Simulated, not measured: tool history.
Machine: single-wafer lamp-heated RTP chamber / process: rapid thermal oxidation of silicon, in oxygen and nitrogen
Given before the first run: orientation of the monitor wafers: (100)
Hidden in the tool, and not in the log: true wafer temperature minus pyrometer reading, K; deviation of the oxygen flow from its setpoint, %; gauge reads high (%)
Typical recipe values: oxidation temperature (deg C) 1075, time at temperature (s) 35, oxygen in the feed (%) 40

run,day,oxidation temperature (deg C),time at temperature (s),oxygen in the feed (%),wafers since the last listed run,wafers since the last pyrometer calibration,hours since the oxygen flow controller was replaced,hours since the gauge calibration,"read-back reference wafer on the same gauge, thickness",oxide thickness on the monitor wafer (nm)
1,0,1075,35,22,0,646,5237.7,307.7,6.989,4.839
2,2.871,1075,35,22,690,1336,5306.6,376.6,7.013,4.841
3,5.312,1075,35,40,587,1924,5365.2,435.2,7.03,5.892
4,7.371,1075,35,40,495,2419,5414.6,484.6,7.043,5.935
5,9.592,1054,35,40,534,2953,5467.9,537.9,7.06,5.169
# day 11.117: pyrometer window cleaned and pyrometer calibrated
6,12.554,1054,35,40,632,345,5539,609,7.079,5.158
7,14.429,1075,35,40,450,796,5584,654,7.1,5.954
8,15.75,1075,35,40,317,1114,5615.7,685.7,7.113,5.979
9,18.508,1075,35,40,663,1777,5681.9,751.9,7.135,6.024
# day 20.088: gauge calibrated
# day 20.271: oxygen flow controller replaced
10,21.042,1075,49,33,529,2306,18.5,22.9,6.904,6.249
11,23.871,1075,49,33,680,2987,86.4,90.8,6.914,6.294
12,25.283,1056,45,67,339,3327,120.3,124.7,6.907,6.855
# day 26.946: pyrometer window cleaned and pyrometer calibrated
13,26.967,1075,47,40,324,4,160.7,165.1,6.915,6.566
14,29.004,1095,27,60,490,494,209.6,214,6.919,6.798
15,30.829,1075,35,40,438,933,253.4,257.8,6.923,5.821
16,32.888,1099,19,63,495,1428,302.8,307.2,6.939,6.148
17,35.504,1075,35,22,629,2058,365.6,370,6.944,4.752
18,38.429,1051,26,17,703,2761,435.8,440.2,6.956,3.465
19,39.775,1084,35,40,323,3085,468.1,472.5,6.975,6.269
# day 41.208: pyrometer window cleaned and pyrometer calibrated
20,42.454,1075,35,40,564,299,532.4,536.8,6.987,5.905
21,44.925,1075,35,40,594,893,591.7,596.1,7.016,5.882
22,47.321,1050,45,17,576,1470,649.2,653.6,7.034,4.237
23,50.521,1075,51,40,769,2239,726,730.4,7.063,7.017

Predict each of these 5 candidate next runs independently; none follows another, all start after run 23:
A,50.542,1075,35,40,5,2244,726.5,730.9,?,?
B,50.542,1075,29,63,5,2244,726.5,730.9,?,?
C,50.542,1104,43,57,5,2244,726.5,730.9,?,?
D,50.542,1075,43,54,5,2244,726.5,730.9,?,?
E,50.542,1075,35,63,5,2244,726.5,730.9,?,?

run,"read-back reference wafer on the same gauge, thickness",oxide thickness on the monitor wafer (nm)
A,7.069,5.949
B,7.069,6.436
C,7.069,8.859
D,7.069,7.218
E,7.069,6.973
With the hidden condition removed and each run's random variation left untouched, the same runs would have given:
run,oxide thickness on the monitor wafer (nm)
A,5.825
B,6.302
C,8.675
D,7.068
E,6.828
